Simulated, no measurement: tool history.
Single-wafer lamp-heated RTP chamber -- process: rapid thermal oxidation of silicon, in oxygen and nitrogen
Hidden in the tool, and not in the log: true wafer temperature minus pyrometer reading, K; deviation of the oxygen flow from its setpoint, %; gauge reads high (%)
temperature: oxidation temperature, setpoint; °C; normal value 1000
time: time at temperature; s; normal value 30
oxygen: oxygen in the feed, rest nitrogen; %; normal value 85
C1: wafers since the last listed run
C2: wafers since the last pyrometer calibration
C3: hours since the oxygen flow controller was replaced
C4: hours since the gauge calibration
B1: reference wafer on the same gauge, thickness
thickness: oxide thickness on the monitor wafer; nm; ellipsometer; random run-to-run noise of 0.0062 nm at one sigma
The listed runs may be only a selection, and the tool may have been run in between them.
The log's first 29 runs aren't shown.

run 30 hour=1440.6 | temperature=1000 time=30 oxygen=85 | C1=597 C2=3365 C3=986.9 C4=884 | B1=3.751 | thickness=4.151
run 31 hour=1472.8 | temperature=1000 time=30 oxygen=85 | C1=368 C2=3733 C3=1019.1 C4=916.2 | B1=3.75 | thickness=4.156
run 32 hour=1508.8 | temperature=1021 time=19 oxygen=85 | C1=411 C2=4145 C3=1055.1 C4=952.2 | B1=3.749 | thickness=4.009
run 33 hour=1576 | temperature=976 time=30 oxygen=85 | C1=768 C2=4914 C3=1122.3 C4=1019.4 | B1=3.751 | thickness=3.561
run 34 hour=1633.5 | temperature=972 time=25 oxygen=96 | C1=657 C2=5571 C3=1179.8 C4=1076.9 | B1=3.751 | thickness=3.364
run 35 hour=1678.2 | temperature=970 time=18 oxygen=85 | C1=511 C2=6083 C3=1224.5 C4=1121.6 | B1=3.75 | thickness=2.905
run 36 hour=1705.1 | temperature=1000 time=30 oxygen=85 | C1=307 C2=6391 C3=1251.4 C4=1148.5 | B1=3.749 | thickness=4.196
run 37 hour=1745.8 | temperature=1000 time=30 oxygen=85 | C1=465 C2=6856 C3=1292.1 C4=1189.2 | B1=3.75 | thickness=4.195
-- hour=1762.9 pyrometer window cleaned and pyrometer calibrated
run 38 hour=1811.7 | temperature=1000 time=30 oxygen=85 | C1=662 C2=558 C3=1358 C4=1255.1 | B1=3.75 | thickness=4.148
run 39 hour=1848 | temperature=1018 time=30 oxygen=95 | C1=415 C2=973 C3=1394.3 C4=1291.4 | B1=3.75 | thickness=4.872

What if the next run were any one of these 3? Each begins from the tool's condition after run 39:
run A hour=1848.4 | temperature=1000 time=30 oxygen=85 | C1=4 C2=978 C3=1394.7 C4=1291.8 | B1=? | thickness=?
run B hour=1848.4 | temperature=975 time=38 oxygen=73 | C1=4 C2=978 C3=1394.7 C4=1291.8 | B1=? | thickness=?
run C hour=1848.4 | temperature=1029 time=40 oxygen=69 | C1=4 C2=978 C3=1394.7 C4=1291.8 | B1=? | thickness=?

run=A B1=3.75 thickness=4.14
run=B B1=3.75 thickness=3.667
run=C B1=3.75 thickness=5.313
Had the tool no hidden state, the same runs would have come out as:
run=A thickness=4.137
run=B thickness=3.664
run=C thickness=5.308
